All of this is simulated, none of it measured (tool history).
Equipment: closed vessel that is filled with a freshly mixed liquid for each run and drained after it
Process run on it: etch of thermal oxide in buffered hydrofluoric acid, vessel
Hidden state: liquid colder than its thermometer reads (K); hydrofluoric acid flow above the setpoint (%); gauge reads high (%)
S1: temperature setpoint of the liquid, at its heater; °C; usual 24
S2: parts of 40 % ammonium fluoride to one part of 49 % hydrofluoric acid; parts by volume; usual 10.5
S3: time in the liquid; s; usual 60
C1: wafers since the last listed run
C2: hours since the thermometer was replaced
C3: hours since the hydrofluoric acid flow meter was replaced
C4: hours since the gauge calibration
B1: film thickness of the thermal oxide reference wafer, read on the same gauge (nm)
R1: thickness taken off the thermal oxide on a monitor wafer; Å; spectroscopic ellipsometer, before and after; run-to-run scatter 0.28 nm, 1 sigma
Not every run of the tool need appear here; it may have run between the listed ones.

run    hour    S1    S2  S3     C1      C2      C3      C4     B1     R1
  1       0    24  10.5  80      0  1298.7   700.7  2086.3  61.92  865.1
  2    63.6    24  10.5  45   4671  1362.3   764.3  2149.9  62.02    482
  3   113.1    24  10.5  45   3636  1411.8   813.8  2199.4  62.13  481.9
  4   184.5    24  10.5  45   5244  1483.2   885.2  2270.8  62.29  484.4
      218.1  -- thermometer replaced
  5   348.3    24     9  60  11958   130.2    1049  2434.6  62.59  723.4
  6   400.9    24     9  60   3863   182.8  1101.6  2487.2  62.72  728.4
  7   470.5    24     9  60   5112   252.4  1171.2  2556.8  62.88  732.1
  8   515.8    24   9.5  60   3327   297.7  1216.5  2602.1  62.93  710.1
  9   576.1    22  10.5  60   4429     358  1276.8  2662.4   63.1  590.6
 10   632.8    22  10.5  60   4165   414.7  1333.5  2719.1  63.22    585
 11   666.6    24  10.5  60   2482   448.5  1367.3  2752.9  63.35  656.8
 12   691.8    24  10.5  60   1851   473.7  1392.5  2778.1  63.41  659.8
      746.9  -- gauge calibrated
 13   897.5    24  10.5  60  15110   679.4  1598.2   150.6  60.43  629.4
 14   940.4    24  10.5  60   3151   722.3  1641.1   193.5  60.38  626.3
 15   988.6    22  10.5  95   3540   770.5  1689.3   241.7  60.44  894.9
     1028.9  -- hydrofluoric acid flow meter replaced
 16  1030.1    24  10.5  60   2975     812     1.2   283.2  60.41  628.6
 17  1091.5    20    12  85   4510   873.4    62.6   344.6  60.43  622.2
 18  1131.9    24  10.5  60   2967   913.8     103     385   60.4  625.6
 19  1185.5    24   9.5  60   3937   967.4   156.6   438.6  60.42  682.9
 20    1215    24  10.5  60   2167   996.9   186.1   468.1  60.47  623.8
 21    1240    24  12.5  95   1836  1021.9   211.1   493.1  60.46  844.5
 22  1282.7    26  12.5  50   3136  1064.6   253.8   535.8   60.5  492.9
 23  1338.3    24    14  85   4084  1120.2   309.4   591.4  60.55  669.6
     1376.7  -- thermometer replaced
 24  1396.1    24    14  50   4172    19.4   367.2   649.2  60.57    396
 25  1443.6  20.5  10.5  75   3489    66.9   414.7   696.7  60.56  654.1
 26  1498.2    24     8  40   4010   121.5   469.3   751.3  60.62  534.2
 27  1523.5  22.5  10.5  75   1858   146.8   494.6   776.6  60.67  725.1
 28  1585.8  25.5  10.5  60   4576   209.1   556.9   838.9  60.63  687.6
 29  1691.1    24     9  75   7735   314.4   662.2   944.2  60.75  886.5
 30  1749.9  26.5   8.5  60   4319   373.2     721    1003  60.81  862.9
 31  1802.6    24    14  60   3871   425.9   773.7  1055.7  60.86  476.7
 32  1846.2    24  10.5  60   3202   469.5   817.3  1099.3  60.88  635.8
 33  1876.9    24     7  30   2255   500.2     848    1130  60.93  465.8
 34    2038    24  10.5  60  11834   661.3  1009.1  1291.1  61.11  636.6

The same runs without the tool's hidden state, with the same run-to-run variation:
run     R1
  1  838.4
  2  466.2
  3  465.4
  4  466.8
  5  693.3
  6  696.8
  7  698.6
  8  676.5
  9  561.5
 10  554.9
 11  622.3
 12  624.4
 13  625.5
 14  622.4
 15  889.1
 16  624.4
 17  617.8
 18  621.1
 19  677.8
 20    619
 21  837.8
 22  488.8
 23  663.8
 24  392.4
 25  647.8
 26  528.8
 27  717.5
 28  679.9
 29  875.3
 30  851.4
 31    470
 32  626.4
 33  458.6
 34  625.1
